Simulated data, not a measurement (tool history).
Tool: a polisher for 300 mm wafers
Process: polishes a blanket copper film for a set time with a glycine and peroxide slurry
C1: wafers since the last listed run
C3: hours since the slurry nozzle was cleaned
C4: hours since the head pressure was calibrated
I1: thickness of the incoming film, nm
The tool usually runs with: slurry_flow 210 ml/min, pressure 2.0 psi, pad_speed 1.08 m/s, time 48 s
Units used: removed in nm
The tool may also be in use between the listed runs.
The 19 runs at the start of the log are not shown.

Run 20, hour 1612.4: usual settings but pressure 1.6 psi; C1 532; wafers polished on this pad 1712; C3 564.2; C4 93.1; I1 1832.6. Result: removed 177.2 nm.
Run 21, hour 1696.1: usual settings but slurry_flow 165 ml/min, pad_speed 0.80 m/s, time 53 s; C1 593; wafers polished on this pad 2305; C3 647.9; C4 176.8; I1 1851.9. Result: removed 181.1 nm.
Run 22, hour 1783.3: usual settings; C1 618; wafers polished on this pad 2924; C3 735.1; C4 264.0; I1 1820.5. Result: removed 215.4 nm.
At hour 1826.9: slurry nozzle cleaned.
Run 23, hour 1831.9: usual settings but slurry_flow 260 ml/min, pad_speed 0.74 m/s; C1 337; wafers polished on this pad 3261; C3 5.0; C4 312.6; I1 1836.8. Result: removed 163.7 nm.
Run 24, hour 1880.2: usual settings but pad_speed 0.72 m/s, time 40 s; C1 342; wafers polished on this pad 3604; C3 53.3; C4 360.9; I1 1849.2. Result: removed 129.5 nm.
Run 25, hour 1967.4: usual settings but slurry_flow 230 ml/min, pressure 1.6 psi, pad_speed 0.94 m/s, time 62 s; C1 618; wafers polished on this pad 4222; C3 140.5; C4 448.1; I1 1813.9. Result: removed 208.8 nm.
Run 26, hour 2027.8: usual settings but slurry_flow 270 ml/min, pressure 1.4 psi, pad_speed 0.72 m/s, time 60 s; C1 428; wafers polished on this pad 4650; C3 200.9; C4 508.5; I1 1833.5. Result: removed 159.3 nm.
At hour 2073.8: worn pad replaced by a new one.
Run 27, hour 2090.2: usual settings; C1 414; wafers polished on this pad 116; C3 263.3; C4 570.9; I1 1814.5. Result: removed 209.3 nm.
Run 28, hour 2194.2: usual settings but slurry_flow 155 ml/min, pressure 1.8 psi; C1 737; wafers polished on this pad 853; C3 367.3; C4 674.9; I1 1836.0. Result: removed 183.9 nm.
Run 29, hour 2241.8: usual settings but slurry_flow 265 ml/min, pressure 1.5 psi, time 61 s; C1 337; wafers polished on this pad 1191; C3 414.9; C4 722.5; I1 1847.1. Result: removed 220.0 nm.
Run 30, hour 2310.6: usual settings but pressure 2.6 psi, pad_speed 0.74 m/s, time 42 s; C1 487; wafers polished on this pad 1678; C3 483.7; C4 791.3; I1 1878.5. Result: removed 170.3 nm.
Run 31, hour 2362.9: usual settings but slurry_flow 140 ml/min, time 65 s; C1 370; wafers polished on this pad 2049; C3 536.0; C4 843.6; I1 1838.9. Result: removed 267.7 nm.
At hour 2398.6: head pressure recalibrated.
Run 32, hour 2415.4: usual settings but slurry_flow 140 ml/min, pad_speed 1.38 m/s, time 60 s; C1 358; wafers polished on this pad 2407; C3 588.5; C4 16.8; I1 1881.3. Result: removed 304.6 nm.
Run 33, hour 2473.6: usual settings; C1 412; wafers polished on this pad 2820; C3 646.7; C4 75.0; I1 1842.6. Result: removed 211.5 nm.
Run 34, hour 2519.9: usual settings; C1 328; wafers polished on this pad 3148; C3 693.0; C4 121.3; I1 1819.2. Result: removed 210.5 nm.
Run 35, hour 2598.8: usual settings but slurry_flow 270 ml/min, pressure 1.4 psi, pad_speed 0.72 m/s, time 60 s; C1 559; wafers polished on this pad 3707; C3 771.9; C4 200.2; I1 1836.7. Result: removed 156.9 nm.
Run 36, hour 2646.5: usual settings but slurry_flow 245 ml/min, pad_speed 1.30 m/s; C1 338; wafers polished on this pad 4045; C3 819.6; C4 247.9; I1 1865.8. Result: removed 246.0 nm.

Below are 5 alternative next runs, each starting from the tool's condition after run 36. Predict each:
Run A, hour 2646.9: usual settings; C1 2; wafers polished on this pad 4048; C3 820.0; C4 248.3; I1 1838.2. Result: removed ?.
Run B, hour 2646.9: usual settings but pressure 2.4 psi, pad_speed 1.38 m/s, time 53 s; C1 2; wafers polished on this pad 4048; C3 820.0; C4 248.3; I1 1838.2. Result: removed ?.
Run C, hour 2646.9: usual settings but slurry_flow 160 ml/min, pad_speed 1.38 m/s, time 62 s; C1 2; wafers polished on this pad 4048; C3 820.0; C4 248.3; I1 1838.2. Result: removed ?.
Run D, hour 2646.9: usual settings but slurry_flow 245 ml/min, time 53 s; C1 2; wafers polished on this pad 4048; C3 820.0; C4 248.3; I1 1838.2. Result: removed ?.
Run E, hour 2646.9: usual settings but time 32 s; C1 2; wafers polished on this pad 4048; C3 820.0; C4 248.3; I1 1838.2. Result: removed ?.

run  removed
  A    211.6
  B    331.4
  C    321.5
  D    237.5
  E    141.0
Take away the tool's hidden state, keep each run's random variation, and the runs would have read:
run  removed
  A    211.6
  B    331.4
  C    321.5
  D    237.5
  E    141.0
